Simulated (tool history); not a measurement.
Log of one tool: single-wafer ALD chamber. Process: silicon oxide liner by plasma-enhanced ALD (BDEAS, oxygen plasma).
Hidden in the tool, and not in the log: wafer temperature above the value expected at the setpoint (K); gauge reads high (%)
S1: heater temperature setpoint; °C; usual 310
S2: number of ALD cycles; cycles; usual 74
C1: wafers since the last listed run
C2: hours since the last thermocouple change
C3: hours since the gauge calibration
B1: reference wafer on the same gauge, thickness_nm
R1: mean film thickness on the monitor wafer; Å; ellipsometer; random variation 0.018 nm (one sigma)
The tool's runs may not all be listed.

| run | day | S1 | S2 | C1 | C2 | C3 | B1 | R1 |
|---|---|---|---|---|---|---|---|---|
| 1 | 0.000 | 321 | 74 | 0 | 2451.9 | 212.9 | 6.139 | 72.56 |
| 2 | 0.588 | 321 | 74 | 95 | 2466.0 | 227.0 | 6.137 | 72.59 |
| 3 | 2.675 | 310 | 74 | 337 | 2516.1 | 277.1 | 6.145 | 73.78 |
| 4 | 3.825 | 310 | 74 | 185 | 2543.7 | 304.7 | 6.136 | 73.86 |
| 5 | 4.654 | 310 | 74 | 134 | 2563.6 | 324.6 | 6.146 | 73.91 |
| 6 | 5.604 | 310 | 74 | 153 | 2586.4 | 347.4 | 6.139 | 73.63 |
| 7 | 6.246 | 299 | 74 | 103 | 2601.8 | 362.8 | 6.139 | 75.82 |
| 8 | 7.146 | 299 | 74 | 145 | 2623.4 | 384.4 | 6.134 | 75.62 |
| 9 | 8.479 | 299 | 74 | 215 | 2655.4 | 416.4 | 6.135 | 75.66 |
| 10 | 9.308 | 310 | 74 | 134 | 2675.3 | 436.3 | 6.137 | 73.75 |
|  | 9.442 | gauge calibrated |
| 11 | 9.988 | 310 | 74 | 109 | 2691.6 | 13.1 | 6.138 | 73.70 |
| 12 | 10.621 | 310 | 74 | 102 | 2706.8 | 28.3 | 6.140 | 73.63 |
| 13 | 11.754 | 310 | 74 | 183 | 2734.0 | 55.5 | 6.136 | 73.46 |
| 14 | 12.804 | 324 | 85 | 169 | 2759.2 | 80.7 | 6.143 | 82.75 |

The next listed run, before its measurement:
| 15 | 13.771 | 321 | 63 | 156 | 2782.4 | 103.9 | ? | ? |

{"run 15": {"B1": 6.14, "R1": 61.72}}
Without the tool's hidden state the same run would have given R1 61.72 Å.

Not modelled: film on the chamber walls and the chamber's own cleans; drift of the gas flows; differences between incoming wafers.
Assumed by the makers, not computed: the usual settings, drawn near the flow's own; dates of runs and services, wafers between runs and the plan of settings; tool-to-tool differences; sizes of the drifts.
